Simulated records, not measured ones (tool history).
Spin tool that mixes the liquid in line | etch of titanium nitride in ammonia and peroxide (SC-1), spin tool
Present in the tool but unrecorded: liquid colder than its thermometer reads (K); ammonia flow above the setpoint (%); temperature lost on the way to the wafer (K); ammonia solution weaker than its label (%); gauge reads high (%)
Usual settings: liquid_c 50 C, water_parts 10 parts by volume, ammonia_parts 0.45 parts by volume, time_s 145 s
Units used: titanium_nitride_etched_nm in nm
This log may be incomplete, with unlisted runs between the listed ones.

run,hour,liquid_c,water_parts,ammonia_parts,time_s,wafers since the last listed run,hours since the thermometer was replaced,hours since the ammonia flow meter was replaced,hours since the heated supply line was repaired,hours since the drum of ammonia solution was connected,hours since the gauge calibration,"read-back film thickness of the titanium nitride reference wafer, read on the same gauge (nm)",titanium_nitride_etched_nm
1,0,50,10,0.45,115,0,896,116.3,529.4,485.1,866.1,110.012,3.263
2,121.4,50,10,0.45,145,1184,1017.4,237.7,650.8,606.5,987.5,110.015,4.068
3,174.9,50,12,0.45,145,521,1070.9,291.2,704.3,660,1041,110.02,3.66
# hour 182.5: new drum of ammonia solution connected
4,218.8,50,12,0.45,145,418,1114.8,335.1,748.2,36.3,1084.9,109.984,3.737
5,243,50,10,0.45,145,236,1139,359.3,772.4,60.5,1109.1,110.028,4.073
6,294,50,10,0.45,145,497,1190,410.3,823.4,111.5,1160.1,110.004,4.099
7,357.3,50,10,0.45,145,617,1253.3,473.6,886.7,174.8,1223.4,110.02,3.989
8,401.3,46.5,10,0.45,145,429,1297.3,517.6,930.7,218.8,1267.4,110.016,3.18
9,433.4,46.5,10,0.45,145,313,1329.4,549.7,962.8,250.9,1299.5,110.006,3.164
10,491,46.5,10,0.45,145,561,1387,607.3,1020.4,308.5,1357.1,109.986,3.136
# hour 523.2: gauge calibrated
# hour 536.5: ammonia flow meter replaced
11,557.5,50,10,0.35,145,638,1453.5,21,1086.9,375,34.3,109.987,3.83
12,595.4,50,10,0.35,145,369,1491.4,58.9,1124.8,412.9,72.2,110.062,3.784
13,653.1,50,10,0.45,100,562,1549.1,116.6,1182.5,470.6,129.9,109.985,2.724
# hour 714.4: thermometer replaced
14,721.4,57,10,0.55,145,656,7,184.9,1250.8,538.9,198.2,110.028,6.61
15,791.1,50,10,0.45,145,679,76.7,254.6,1320.5,608.6,267.9,109.99,3.951
16,850.7,47,7,0.45,205,581,136.3,314.2,1380.1,668.2,327.5,109.992,5.349
# hour 981: new drum of ammonia solution connected
# hour 996.1: heated supply line repaired
17,1021.6,50,10,0.5,145,1647,307.2,485.1,25.5,40.6,498.4,110.009,4.377
18,1082.8,50,14,0.45,100,596,368.4,546.3,86.7,101.8,559.6,110.007,2.568
19,1134.3,40.5,5.5,0.45,205,502,419.9,597.8,138.2,153.3,611.1,110.003,4.294
20,1203.8,50,10,0.45,170,677,489.4,667.3,207.7,222.8,680.6,110,4.989
21,1249,42.5,7,0.65,105,440,534.6,712.5,252.9,268,725.8,110.005,2.349
22,1301.7,50,10,0.45,145,514,587.3,765.2,305.6,320.7,778.5,109.989,4.314
# hour 1316.8: ammonia flow meter replaced
23,1328.4,43,10,0.45,145,250,614,11.6,332.3,347.4,805.2,110.034,2.618
24,1370.1,54.5,10,0.45,95,406,655.7,53.3,374,389.1,846.9,110.022,3.889
25,1406.5,50,10,0.45,145,355,692.1,89.7,410.4,425.5,883.3,109.953,4.309

3 ways to go on from here, each from the tool as it stands after run 25. What would each give?
A,1407,50,10,0.45,145,4,692.6,90.2,410.9,426,883.8,?,?
B,1407,50,10,0.65,145,4,692.6,90.2,410.9,426,883.8,?,?
C,1407,58,6,0.45,145,4,692.6,90.2,410.9,426,883.8,?,?

run,"read-back film thickness of the titanium nitride reference wafer, read on the same gauge (nm)",titanium_nitride_etched_nm
A,110.023,4.266
B,110.023,4.544
C,110.023,9.526
Stripped of hidden state, with their random variation kept, the same runs would have yielded:
run,titanium_nitride_etched_nm
A,4.399
B,4.686
C,9.809
